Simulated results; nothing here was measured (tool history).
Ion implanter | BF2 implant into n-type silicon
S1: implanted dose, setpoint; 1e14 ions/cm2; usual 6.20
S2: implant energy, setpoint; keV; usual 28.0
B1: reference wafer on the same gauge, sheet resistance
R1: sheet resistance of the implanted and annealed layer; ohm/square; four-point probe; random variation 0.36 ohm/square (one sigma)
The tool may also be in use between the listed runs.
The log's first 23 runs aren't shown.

run     day    S1    S2      B1      R1
     11.792  -- gauge calibrated
 24  11.858  5.15  21.0  237.17  255.25
 25  12.142  6.20  37.0  236.99  204.02
 26  12.442  4.50  33.0  236.93  271.25
 27  13.112  6.86  36.5  237.15  187.73
     13.717  -- Faraday cup replaced and dose calibrated
 28  13.738  4.35  28.0  236.98  275.42
 29  14.221  6.20  28.0  236.94  205.74
 30  14.812  5.11  22.5  237.01  248.05
 31  15.079  6.20  28.0  236.87  205.89
 32  15.558  7.63  28.0  236.93  176.14
 33  16.188  4.94  18.5  237.00  262.92
 34  16.825  7.16  28.0  237.13  184.44
 35  17.212  5.29  32.5  236.97  230.04
 36  17.712  6.20  23.0  236.84  213.45

Forecast each of these 5 alternatives for the next run:
  A  17.729  6.20  28.0   ?   ?
  B  17.729  6.70  25.0   ?   ?
  C  17.729  7.86  24.0   ?   ?
  D  17.729  7.24  22.0   ?   ?
  E  17.729  4.57  35.0   ?   ?

run      B1      R1
  A  236.99  206.14
  B  236.99  198.13
  C  236.99  178.76
  D  236.99  192.61
  E  236.99  258.40
Without the tool's hidden state the same runs would have given:
run      R1
  A  206.40
  B  198.37
  C  178.95
  D  192.82
  E  258.76
